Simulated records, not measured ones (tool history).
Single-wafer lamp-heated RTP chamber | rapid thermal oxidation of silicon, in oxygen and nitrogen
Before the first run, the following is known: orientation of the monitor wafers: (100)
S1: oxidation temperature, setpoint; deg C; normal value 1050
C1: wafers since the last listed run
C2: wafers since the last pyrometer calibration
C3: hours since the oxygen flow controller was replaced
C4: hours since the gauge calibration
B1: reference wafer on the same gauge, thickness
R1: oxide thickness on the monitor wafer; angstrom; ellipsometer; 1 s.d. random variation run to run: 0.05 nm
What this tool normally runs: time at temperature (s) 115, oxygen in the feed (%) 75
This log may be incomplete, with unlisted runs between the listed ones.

Run 1, hour 0.0: usual settings but S1 1039 deg C, oxygen in the feed (%) 51; C1 0; C2 1793; C3 3996.5; C4 58.9; B1 11.463. Result: R1 81.89 angstrom.
Run 2, hour 27.2: usual settings but S1 1039 deg C, oxygen in the feed (%) 51; C1 283; C2 2076; C3 4023.7; C4 86.1; B1 11.469. Result: R1 81.46 angstrom.
At hour 47.5: pyrometer window cleaned and pyrometer calibrated.
Run 3, hour 48.0: usual settings; C1 133; C2 4; C3 4044.5; C4 106.9; B1 11.475. Result: R1 100.65 angstrom.
Run 4, hour 62.3: usual settings; C1 148; C2 153; C3 4058.8; C4 121.2; B1 11.445. Result: R1 100.75 angstrom.
Run 5, hour 158.1: usual settings; C1 997; C2 1151; C3 4154.6; C4 217.0; B1 11.411. Result: R1 100.52 angstrom.
Run 6, hour 171.6: usual settings but time at temperature (s) 142; C1 140; C2 1292; C3 4168.1; C4 230.5; B1 11.381. Result: R1 111.09 angstrom.
Run 7, hour 197.5: usual settings but time at temperature (s) 142; C1 269; C2 1561; C3 4194.0; C4 256.4; B1 11.391. Result: R1 110.46 angstrom.
Run 8, hour 224.5: usual settings; C1 281; C2 1842; C3 4221.0; C4 283.4; B1 11.374. Result: R1 100.09 angstrom.
At hour 237.9: oxygen flow controller replaced.
At hour 240.0: pyrometer window cleaned and pyrometer calibrated.
Run 9, hour 250.8: usual settings; C1 167; C2 112; C3 12.9; C4 309.7; B1 11.367. Result: R1 99.55 angstrom.
Run 10, hour 270.2: usual settings; C1 202; C2 314; C3 32.3; C4 329.1; B1 11.359. Result: R1 98.62 angstrom.
Run 11, hour 296.7: usual settings; C1 275; C2 590; C3 58.8; C4 355.6; B1 11.354. Result: R1 100.29 angstrom.
Run 12, hour 323.8: usual settings but S1 1039 deg C, time at temperature (s) 143, oxygen in the feed (%) 87; C1 282; C2 872; C3 85.9; C4 382.7; B1 11.344. Result: R1 107.45 angstrom.
Run 13, hour 351.3: usual settings but S1 1061 deg C, oxygen in the feed (%) 88; C1 286; C2 1158; C3 113.4; C4 410.2; B1 11.312. Result: R1 113.80 angstrom.
Run 14, hour 370.5: usual settings but S1 1027 deg C, oxygen in the feed (%) 49; C1 199; C2 1358; C3 132.6; C4 429.4; B1 11.308. Result: R1 73.05 angstrom.
At hour 391.2: gauge calibrated.
At hour 436.2: pyrometer window cleaned and pyrometer calibrated.
Run 15, hour 464.5: usual settings but S1 1060 deg C, time at temperature (s) 63, oxygen in the feed (%) 98; C1 895; C2 295; C3 226.6; C4 73.3; B1 11.444. Result: R1 90.63 angstrom.
Run 16, hour 488.2: usual settings; C1 246; C2 541; C3 250.3; C4 97.0; B1 11.464. Result: R1 101.27 angstrom.
Run 17, hour 509.6: usual settings but S1 1025 deg C, time at temperature (s) 136; C1 222; C2 764; C3 271.7; C4 118.4; B1 11.460. Result: R1 91.07 angstrom.
Run 18, hour 523.9: usual settings but S1 1029 deg C, time at temperature (s) 92; C1 148; C2 913; C3 286.0; C4 132.7; B1 11.430. Result: R1 78.63 angstrom.
Run 19, hour 559.5: usual settings; C1 370; C2 1284; C3 321.6; C4 168.3; B1 11.429. Result: R1 100.39 angstrom.
Run 20, hour 572.3: usual settings but S1 1066 deg C, time at temperature (s) 99, oxygen in the feed (%) 89; C1 133; C2 1417; C3 334.4; C4 181.1; B1 11.434. Result: R1 110.88 angstrom.
Run 21, hour 604.6: usual settings but time at temperature (s) 148, oxygen in the feed (%) 85; C1 336; C2 1754; C3 366.7; C4 213.4; B1 11.401. Result: R1 117.84 angstrom.
Run 22, hour 632.1: usual settings but S1 1074 deg C, oxygen in the feed (%) 92; C1 286; C2 2040; C3 394.2; C4 240.9; B1 11.402. Result: R1 125.73 angstrom.

Exercise: give the hidden state of the tool at every run:
true wafer temperature minus pyrometer reading, K: 0 in every run
deviation of the oxygen flow from its setpoint, %: 0 in every run
H1: gauge reads high (%)
run      H1
  1  -0.177
  2  -0.285
  3  -0.369
  4  -0.426
  5  -0.809
  6  -0.863
  7  -0.967
  8   -1.07
  9   -1.18
 10   -1.26
 11   -1.36
 12   -1.47
 13   -1.58
 14   -1.66
 15  -0.244
 16  -0.339
 17  -0.424
 18  -0.481
 19  -0.624
 20  -0.675
 21  -0.804
 22  -0.914

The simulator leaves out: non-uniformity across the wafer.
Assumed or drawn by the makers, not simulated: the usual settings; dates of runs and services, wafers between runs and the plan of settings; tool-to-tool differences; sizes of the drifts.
